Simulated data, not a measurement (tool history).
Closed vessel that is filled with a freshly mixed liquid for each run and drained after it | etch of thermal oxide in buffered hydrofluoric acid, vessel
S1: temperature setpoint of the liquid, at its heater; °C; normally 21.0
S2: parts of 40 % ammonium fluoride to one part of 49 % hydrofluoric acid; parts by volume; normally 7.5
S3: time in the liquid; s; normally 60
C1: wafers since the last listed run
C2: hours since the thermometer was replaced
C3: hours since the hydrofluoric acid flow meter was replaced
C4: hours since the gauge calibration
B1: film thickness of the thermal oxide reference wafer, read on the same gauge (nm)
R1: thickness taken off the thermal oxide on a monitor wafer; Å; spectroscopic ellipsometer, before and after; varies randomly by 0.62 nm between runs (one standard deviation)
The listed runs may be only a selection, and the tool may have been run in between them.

run	day	S1	S2	S3	C1	C2	C3	C4	B1	R1
1	0.000	21.0	7.5	60	0	177.9	185.9	23.0	130.01	784.1
2	0.554	21.0	7.5	60	900	191.2	199.2	36.3	130.01	786.3
3	1.321	21.0	7.5	60	1245	209.6	217.6	54.7	130.04	794.3
4	2.600	21.0	7.5	60	2078	240.3	248.3	85.4	129.98	782.7
5	3.933	21.0	7.5	60	2166	272.3	280.3	117.4	130.03	795.1
6	5.017	17.0	7.5	60	1760	298.3	306.3	143.4	130.02	618.5
7	5.788	17.0	7.5	60	1252	316.8	324.8	161.9	130.00	626.1
8	6.442	21.0	7.5	60	1062	332.5	340.5	177.6	129.99	780.7
9	7.246	21.0	7.5	60	1306	351.8	359.8	196.9	129.98	776.0
10	8.346	21.0	7.5	30	1787	378.2	386.2	223.3	130.00	386.6
11	8.996	21.0	7.5	30	1056	393.8	401.8	238.9	130.02	390.9
12	9.517	23.5	6.5	95	846	406.3	414.3	251.4	129.98	1627.3
# day 10.492: hydrofluoric acid flow meter replaced
13	10.938	17.5	5.0	60	2240	440.4	10.7	285.5	130.06	922.2
# day 11.604: gauge calibrated
14	12.292	24.0	6.5	60	2200	472.9	43.2	16.5	129.95	1054.6
# day 12.946: thermometer replaced
15	13.396	23.0	7.5	70	1726	10.8	69.7	43.0	129.99	1015.0
16	14.000	19.0	10.0	40	981	25.3	84.2	57.5	130.00	355.5
17	14.750	21.0	7.5	60	1218	43.3	102.2	75.5	129.97	778.9
18	15.583	24.0	6.5	60	1353	63.3	122.2	95.5	130.04	1068.9
19	16.838	19.0	10.0	35	2037	93.4	152.3	125.6	130.02	313.5
20	17.767	23.5	7.5	70	1509	115.7	174.6	147.9	130.03	1043.2
21	19.162	25.0	9.0	75	2267	149.2	208.1	181.4	130.01	993.7
22	19.950	24.0	10.0	85	1279	168.1	227.0	200.3	130.01	998.2
23	20.996	21.0	7.5	60	1699	193.2	252.1	225.4	130.00	779.9

Consider 5 possible next runs. They are alternatives, not a sequence: every one starts from the tool as it was left by run 23. What does each give?
A	21.025	21.0	7.5	60	47	193.9	252.8	226.1	?	?
B	21.025	21.0	7.5	80	47	193.9	252.8	226.1	?	?
C	21.025	24.5	6.0	60	47	193.9	252.8	226.1	?	?
D	21.025	25.0	7.5	60	47	193.9	252.8	226.1	?	?
E	21.025	21.0	5.5	60	47	193.9	252.8	226.1	?	?

run	B1	R1
A	130.05	787.9
B	130.05	1050.5
C	130.05	1175.6
D	130.05	981.1
E	130.05	1044.5
With the hidden condition removed and each run's random variation left untouched, the same runs would have given:
run	R1
A	787.9
B	1050.5
C	1175.6
D	981.1
E	1044.5
